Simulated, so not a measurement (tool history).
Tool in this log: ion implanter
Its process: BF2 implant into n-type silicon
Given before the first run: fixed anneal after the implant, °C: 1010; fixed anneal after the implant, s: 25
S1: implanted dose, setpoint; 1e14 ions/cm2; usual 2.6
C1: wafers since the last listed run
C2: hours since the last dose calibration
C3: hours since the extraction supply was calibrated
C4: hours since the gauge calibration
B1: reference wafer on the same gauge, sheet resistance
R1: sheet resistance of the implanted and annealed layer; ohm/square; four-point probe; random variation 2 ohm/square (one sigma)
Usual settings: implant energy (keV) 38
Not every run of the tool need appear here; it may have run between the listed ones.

run 1 hour=0 | S1=2.6 implant_energy_(keV)=38 | C1=0 C2=609.3 C3=2110.1 C4=601.7 | B1=445.09 | R1=383.59
run 2 hour=22.3 | S1=2.6 implant_energy_(keV)=38 | C1=337 C2=631.6 C3=2132.4 C4=624 | B1=444.41 | R1=384.77
run 3 hour=41.1 | S1=2.98 implant_energy_(keV)=27.5 | C1=284 C2=650.4 C3=2151.2 C4=642.8 | B1=444.49 | R1=355.25
run 4 hour=66.3 | S1=2.98 implant_energy_(keV)=27.5 | C1=381 C2=675.6 C3=2176.4 C4=668 | B1=445.21 | R1=349.8
run 5 hour=80 | S1=2.6 implant_energy_(keV)=38 | C1=207 C2=689.3 C3=2190.1 C4=681.7 | B1=444.15 | R1=385.45
run 6 hour=107.4 | S1=2.6 implant_energy_(keV)=38 | C1=415 C2=716.7 C3=2217.5 C4=709.1 | B1=444.52 | R1=386.8
run 7 hour=134.5 | S1=2.6 implant_energy_(keV)=38 | C1=410 C2=743.8 C3=2244.6 C4=736.2 | B1=444.38 | R1=383.55
run 8 hour=163.2 | S1=2.38 implant_energy_(keV)=38 | C1=434 C2=772.5 C3=2273.3 C4=764.9 | B1=445.38 | R1=413.36
run 9 hour=191.8 | S1=2.38 implant_energy_(keV)=38 | C1=433 C2=801.1 C3=2301.9 C4=793.5 | B1=445.11 | R1=414.85
run 10 hour=207.5 | S1=2.38 implant_energy_(keV)=38 | C1=237 C2=816.8 C3=2317.6 C4=809.2 | B1=445.08 | R1=416.97
-- hour=223.4 gauge calibrated
run 11 hour=231.6 | S1=2.6 implant_energy_(keV)=38 | C1=365 C2=840.9 C3=2341.7 C4=8.2 | B1=445.2 | R1=384.02
run 12 hour=261.4 | S1=2.6 implant_energy_(keV)=38 | C1=451 C2=870.7 C3=2371.5 C4=38 | B1=445.07 | R1=386.67
run 13 hour=274.8 | S1=2.6 implant_energy_(keV)=38 | C1=203 C2=884.1 C3=2384.9 C4=51.4 | B1=444.72 | R1=387.5

Run 14 comes next. What will it give?
run 14 hour=305.9 | S1=3.04 implant_energy_(keV)=32.5 | C1=471 C2=915.2 C3=2416 C4=82.5 | B1=? | R1=?

B1: 445.41
R1: 345.61 ohm/square
Minus the tool's unlogged condition, the same run would have read R1 345.61 ohm/square.

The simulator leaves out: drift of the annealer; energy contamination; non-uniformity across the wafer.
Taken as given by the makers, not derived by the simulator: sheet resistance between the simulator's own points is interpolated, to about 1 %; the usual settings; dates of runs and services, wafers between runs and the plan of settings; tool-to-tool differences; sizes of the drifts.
